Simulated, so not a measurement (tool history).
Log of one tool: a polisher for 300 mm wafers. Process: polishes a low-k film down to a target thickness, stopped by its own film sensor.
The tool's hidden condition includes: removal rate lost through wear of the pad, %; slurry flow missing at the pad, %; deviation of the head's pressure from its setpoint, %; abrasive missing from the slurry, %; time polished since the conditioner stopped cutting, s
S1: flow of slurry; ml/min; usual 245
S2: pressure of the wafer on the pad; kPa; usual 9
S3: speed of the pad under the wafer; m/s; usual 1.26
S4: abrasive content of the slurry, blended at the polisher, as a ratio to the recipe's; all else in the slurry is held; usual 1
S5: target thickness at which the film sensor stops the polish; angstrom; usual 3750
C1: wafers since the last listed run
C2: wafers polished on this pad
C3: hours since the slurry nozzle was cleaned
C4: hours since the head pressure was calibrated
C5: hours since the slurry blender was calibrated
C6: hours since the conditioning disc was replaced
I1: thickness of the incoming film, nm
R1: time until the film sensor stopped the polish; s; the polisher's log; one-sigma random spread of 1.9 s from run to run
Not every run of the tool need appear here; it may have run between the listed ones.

| run | hour | S1 | S2 | S3 | S4 | S5 | C1 | C2 | C3 | C4 | C5 | C6 | I1 | R1 |
|---|---|---|---|---|---|---|---|---|---|---|---|---|---|---|
| 1 | 0 | 245 | 9 | 1.26 | 1 | 3750 | 0 | 464 | 4.4 | 614.9 | 186.1 | 119.8 | 406.3 | 99 |
| 2 | 25.1 | 245 | 9 | 1.26 | 0.9 | 3750 | 239 | 703 | 29.5 | 640 | 211.2 | 144.9 | 412 | 121 |
| 3 | 86.1 | 245 | 9 | 1.26 | 1 | 3750 | 582 | 1286 | 90.5 | 701 | 272.2 | 205.9 | 411.5 | 119.6 |
|  | 237.1 | slurry blender recalibrated |
| 4 | 248.5 | 245 | 9 | 1.26 | 1 | 3750 | 1531 | 2818 | 252.9 | 863.4 | 11.4 | 368.3 | 409.5 | 99.1 |
|  | 271.8 | conditioning disc replaced and pad reconditioned |
|  | 310.9 | worn pad replaced by a new one |
| 5 | 318.6 | 245 | 9 | 1.26 | 1 | 3750 | 612 | 73 | 323 | 933.5 | 81.5 | 46.8 | 410.3 | 107.2 |
| 6 | 389.9 | 245 | 9 | 1.26 | 1 | 3690 | 680 | 754 | 394.3 | 1004.8 | 152.8 | 118.1 | 403.1 | 103.3 |
| 7 | 454.7 | 245 | 9 | 1.26 | 1 | 3690 | 618 | 1373 | 459.1 | 1069.6 | 217.6 | 182.9 | 409.3 | 126.9 |
|  | 621.8 | conditioning disc replaced and pad reconditioned |
| 8 | 625.9 | 245 | 9 | 1.26 | 1 | 3750 | 1616 | 2989 | 630.3 | 1240.8 | 388.8 | 4.1 | 413.8 | 137.5 |
| 9 | 679.8 | 245 | 9 | 1.26 | 1 | 3750 | 514 | 3504 | 684.2 | 1294.7 | 442.7 | 58 | 410.2 | 127 |
|  | 691 | slurry blender recalibrated |
|  | 714.2 | slurry nozzle cleaned |
|  | 725.8 | head pressure recalibrated |
|  | 740.4 | worn pad replaced by a new one |
| 10 | 882.1 | 245 | 9 | 1.26 | 1 | 3750 | 1846 | 1353 | 167.9 | 156.3 | 191.1 | 260.3 | 417.2 | 123.2 |
| 11 | 920.8 | 310 | 11.7 | 1.26 | 0.9 | 3750 | 369 | 1723 | 206.6 | 195 | 229.8 | 299 | 412 | 89.2 |
| 12 | 958.6 | 245 | 9 | 1.26 | 1 | 3850 | 361 | 2084 | 244.4 | 232.8 | 267.6 | 336.8 | 406.1 | 67.1 |
| 13 | 984.5 | 245 | 9 | 1.68 | 1 | 3830 | 247 | 2331 | 270.3 | 258.7 | 293.5 | 362.7 | 407.6 | 63.5 |
|  | 1010.4 | conditioning disc replaced and pad reconditioned |
| 14 | 1030.1 | 245 | 6.2 | 1.26 | 1 | 3750 | 416 | 2748 | 315.9 | 304.3 | 339.1 | 19.7 | 410.2 | 162.5 |
| 15 | 1061.6 | 160 | 9 | 1.26 | 1 | 3750 | 300 | 3049 | 347.4 | 335.8 | 370.6 | 51.2 | 410.4 | 122.5 |
|  | 1110.6 | slurry blender recalibrated |
| 16 | 1120.1 | 245 | 7.6 | 0.98 | 1 | 3750 | 539 | 3588 | 405.9 | 394.3 | 9.5 | 109.7 | 406.8 | 126.6 |
| 17 | 1144.1 | 245 | 9 | 1.26 | 1 | 3750 | 229 | 3817 | 429.9 | 418.3 | 33.5 | 133.7 | 412 | 105 |
|  | 1164.4 | worn pad replaced by a new one |
| 18 | 1188.4 | 245 | 9 | 1.54 | 1 | 3750 | 384 | 229 | 474.2 | 462.6 | 77.8 | 178 | 416 | 104.4 |
| 19 | 1258.5 | 245 | 9 | 1.26 | 1 | 3750 | 669 | 898 | 544.3 | 532.7 | 147.9 | 248.1 | 417.9 | 125.8 |
| 20 | 1309.7 | 245 | 7.6 | 1.26 | 1 | 3750 | 489 | 1387 | 595.5 | 583.9 | 199.1 | 299.3 | 409 | 121.9 |
| 21 | 1360.7 | 290 | 9 | 1.26 | 1 | 3750 | 487 | 1875 | 646.5 | 634.9 | 250.1 | 350.3 | 406.9 | 100.8 |
| 22 | 1410 | 325 | 9 | 1.44 | 1 | 3750 | 470 | 2345 | 695.8 | 684.2 | 299.4 | 399.6 | 403.1 | 80.8 |
|  | 1447.8 | conditioning disc replaced and pad reconditioned |
| 23 | 1455.1 | 245 | 9 | 1.26 | 1 | 3750 | 411 | 2757 | 740.9 | 729.3 | 344.5 | 7.3 | 407 | 101.8 |
| 24 | 1524 | 245 | 9 | 1.26 | 1 | 3750 | 658 | 3415 | 809.8 | 798.2 | 413.4 | 76.2 | 406.5 | 108.1 |
|  | 1543.9 | worn pad replaced by a new one |
|  | 1557.9 | slurry blender recalibrated |
| 25 | 1579.6 | 245 | 11.7 | 1.26 | 0.75 | 3750 | 473 | 322 | 865.4 | 853.8 | 21.7 | 131.8 | 414.6 | 100.5 |
|  | 1600.8 | slurry nozzle cleaned |
| 26 | 1620.6 | 195 | 9 | 0.92 | 1 | 3750 | 382 | 704 | 19.8 | 894.8 | 62.7 | 172.8 | 402.5 | 110.3 |

3 ways to go on from here, each from the tool as it stands after run 26. What would each give?
| A | 1621 | 245 | 9 | 1 | 1 | 3750 | 3 | 708 | 20.2 | 895.2 | 63.1 | 173.2 | 413.1 | ? |
| B | 1621 | 180 | 11 | 1.02 | 0.7 | 3750 | 3 | 708 | 20.2 | 895.2 | 63.1 | 173.2 | 413.1 | ? |
| C | 1621 | 245 | 9 | 1.26 | 1.3 | 3750 | 3 | 708 | 20.2 | 895.2 | 63.1 | 173.2 | 413.1 | ? |

| run | R1 |
|---|---|
| A | 139.4 |
| B | 135.3 |
| C | 104 |
With no hidden state in the tool, these same runs would have given:
| run | R1 |
|---|---|
| A | 131.6 |
| B | 126.5 |
| C | 98.9 |
